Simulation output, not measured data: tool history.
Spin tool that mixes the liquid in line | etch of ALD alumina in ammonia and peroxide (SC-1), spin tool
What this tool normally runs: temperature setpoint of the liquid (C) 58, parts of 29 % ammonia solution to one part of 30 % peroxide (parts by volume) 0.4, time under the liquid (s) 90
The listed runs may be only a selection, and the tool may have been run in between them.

run	hour	temperature setpoint of the liquid (C)	parts of 29 % ammonia solution to one part of 30 % peroxide (parts by volume)	time under the liquid (s)	wafers since the last listed run	hours since the thermometer was replaced	hours since the ammonia flow meter was replaced	hours since the heated supply line was repaired	hours since the drum of ammonia solution was connected	hours since the gauge calibration	read-back film thickness of the ALD alumina reference wafer, read on the same gauge (nm)	thickness taken off the ALD alumina on a monitor wafer (nm)
1	0	58	0.4	90	0	499	916.5	2288.2	21.4	313.9	90.03	11.82
2	16	58	0.4	90	180	515	932.5	2304.2	37.4	329.9	89.94	11.8
# hour 24.6: gauge calibrated
3	33.4	58	0.4	90	196	532.4	949.9	2321.6	54.8	8.8	90.02	11.94
4	61.6	58	0.4	130	317	560.6	978.1	2349.8	83	37	89.99	17.25
5	79.5	66	0.4	90	201	578.5	996	2367.7	100.9	54.9	89.99	17.74
6	111.3	66	0.4	90	358	610.3	1027.8	2399.5	132.7	86.7	90.03	17.97
7	135.8	58	0.4	60	276	634.8	1052.3	2424	157.2	111.2	89.98	7.96
8	148.9	58	0.4	60	147	647.9	1065.4	2437.1	170.3	124.3	89.99	8.05
9	170.8	58	0.4	60	246	669.8	1087.3	2459	192.2	146.2	90.01	7.94
10	200.1	58	0.4	90	330	699.1	1116.6	2488.3	221.5	175.5	89.98	12.03
11	213.1	63	0.4	115	146	712.1	1129.6	2501.3	234.5	188.5	90.03	19.59
# hour 230.5: ammonia flow meter replaced
12	246.5	58	0.5	130	365	745.5	16	2534.7	267.9	221.9	89.98	17.86
13	275.9	67	0.3	110	331	774.9	45.4	2564.1	297.3	251.3	89.98	22.76
14	293.2	50	0.35	45	194	792.2	62.7	2581.4	314.6	268.6	90.01	3.93
# hour 306.7: heated supply line repaired
# hour 359.6: gauge calibrated
15	370.4	67.5	0.3	125	858	869.4	139.9	63.7	391.8	10.8	90.02	26.35
# hour 371.7: thermometer replaced
# hour 378.6: new drum of ammonia solution connected
16	395.9	58	0.45	90	264	24.2	165.4	89.2	17.3	36.3	90.03	11.1
17	430	52	0.4	145	384	58.3	199.5	123.3	51.4	70.4	89.98	12.96
18	463.6	66.5	0.4	125	378	91.9	233.1	156.9	85	104	89.95	23.36
19	488.2	58	0.4	90	277	116.5	257.7	181.5	109.6	128.6	90	11.09
20	505.7	58	0.5	130	197	134	275.2	199	127.1	146.1	90.04	16.46
21	529.7	58	0.4	90	270	158	299.2	223	151.1	170.1	89.98	11.22
22	550.1	58	0.4	90	229	178.4	319.6	243.4	171.5	190.5	89.99	11.22
23	566.6	58	0.45	105	185	194.9	336.1	259.9	188	207	90.01	13.46
24	585.9	58	0.4	115	217	214.2	355.4	279.2	207.3	226.3	90.01	14.5

What differs in the tool's unlogged condition from the final listed run ahead of each entry between runs to the first listed run following it?
In the gap between runs 2 and 3: gauge calibrated (hour 24.6)
  liquid hotter than its thermometer reads (K): 1.59 -> 1.63
  what was measured, less what the result would be without the hidden state, thickness taken off the ALD alumina on a monitor wafer (nm): +0.93 -> +0.97
In the gap between runs 11 and 12: ammonia flow meter replaced (hour 230.5)
  liquid hotter than its thermometer reads (K): 2.03 -> 2.11
  what was measured, less what the result would be without the hidden state, thickness taken off the ALD alumina on a monitor wafer (nm): +1.89 -> +1.84
In the gap between runs 14 and 15: heated supply line repaired (hour 306.7); gauge calibrated (hour 359.6)
  liquid hotter than its thermometer reads (K): 2.21 -> 2.38
  what was measured, less what the result would be without the hidden state, thickness taken off the ALD alumina on a monitor wafer (nm): +0.45 -> +2.86
In the gap between runs 15 and 16: thermometer replaced (hour 371.7); new drum of ammonia solution connected (hour 378.6)
  liquid hotter than its thermometer reads (K): 2.38 -> 0.273
  what was measured, less what the result would be without the hidden state, thickness taken off the ALD alumina on a monitor wafer (nm): +2.86 -> +0.16
